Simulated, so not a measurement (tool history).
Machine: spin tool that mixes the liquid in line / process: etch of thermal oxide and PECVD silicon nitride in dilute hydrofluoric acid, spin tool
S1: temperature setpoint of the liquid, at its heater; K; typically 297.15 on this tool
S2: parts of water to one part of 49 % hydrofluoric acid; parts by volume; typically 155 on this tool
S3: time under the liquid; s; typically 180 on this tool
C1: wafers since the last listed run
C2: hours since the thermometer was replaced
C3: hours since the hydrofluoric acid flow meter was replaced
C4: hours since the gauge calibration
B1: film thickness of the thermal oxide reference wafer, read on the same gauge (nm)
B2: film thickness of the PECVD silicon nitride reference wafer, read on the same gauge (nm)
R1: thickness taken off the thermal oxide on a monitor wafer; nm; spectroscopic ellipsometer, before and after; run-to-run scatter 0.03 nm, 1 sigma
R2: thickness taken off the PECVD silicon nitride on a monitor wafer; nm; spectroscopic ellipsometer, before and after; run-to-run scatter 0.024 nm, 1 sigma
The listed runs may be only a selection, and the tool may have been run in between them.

run,day,S1,S2,S3,C1,C2,C3,C4,B1,B2,R1,R2
1,0.000,297.15,155,180,0,1956.1,1109.3,606.2,79.98,30.06,5.30,4.49
2,3.038,297.15,155,180,596,2029.0,1182.2,679.1,79.99,29.97,5.23,4.52
3,7.071,297.15,155,255,792,2125.8,1279.0,775.9,79.99,29.97,7.49,6.36
4,19.188,297.15,155,255,2381,2416.6,1569.8,1066.7,80.03,30.01,7.39,6.27
5,24.662,297.15,155,255,1076,2548.0,1701.2,1198.1,79.98,30.03,7.33,6.30
6,26.333,297.15,155,180,328,2588.1,1741.3,1238.2,79.97,30.01,5.22,4.46
7,30.154,297.15,155,180,750,2679.8,1833.0,1329.9,80.02,30.04,5.16,4.40
# day 30.342: gauge calibrated
# day 31.704: thermometer replaced
8,34.275,297.15,155,180,801,61.7,1931.9,94.4,80.01,29.98,5.10,4.40
9,43.421,298.65,125,90,1797,281.2,2151.4,313.9,80.01,30.00,3.44,2.98
# day 44.317: hydrofluoric acid flow meter replaced
10,46.454,297.15,155,235,587,354.0,51.3,386.7,80.00,30.02,7.23,6.11
11,49.779,297.15,155,235,653,433.8,131.1,466.5,80.02,30.04,7.17,6.12
12,54.217,297.15,130,130,872,540.3,237.6,573.0,80.03,29.99,4.85,3.98
13,57.529,292.15,195,180,651,619.8,317.1,652.5,80.01,30.03,3.48,2.64
14,60.004,297.15,130,255,486,679.2,376.5,711.9,79.99,29.98,9.49,7.87
15,63.067,297.15,130,130,601,752.7,450.0,785.4,79.99,30.00,4.86,3.99
16,66.208,297.15,155,180,617,828.1,525.4,860.8,79.99,30.00,5.47,4.64

Forecast each of these 5 alternatives for the next run:
A,66.229,297.15,155,180,4,828.6,525.9,861.3,?,?,?,?
B,66.229,297.15,205,260,4,828.6,525.9,861.3,?,?,?,?
C,66.229,292.65,155,180,4,828.6,525.9,861.3,?,?,?,?
D,66.229,300.65,85,130,4,828.6,525.9,861.3,?,?,?,?
E,66.229,297.15,205,180,4,828.6,525.9,861.3,?,?,?,?

run,B1,B2,R1,R2
A,80.03,30.00,5.44,4.57
B,80.03,30.00,5.61,5.00
C,80.03,30.00,4.56,3.40
D,80.03,30.00,8.95,7.51
E,80.03,30.00,3.89,3.46
Had the tool no hidden state, the same runs would have come out as:
run,R1,R2
A,5.58,4.67
B,5.77,5.12
C,4.69,3.48
D,9.18,7.68
E,4.00,3.54

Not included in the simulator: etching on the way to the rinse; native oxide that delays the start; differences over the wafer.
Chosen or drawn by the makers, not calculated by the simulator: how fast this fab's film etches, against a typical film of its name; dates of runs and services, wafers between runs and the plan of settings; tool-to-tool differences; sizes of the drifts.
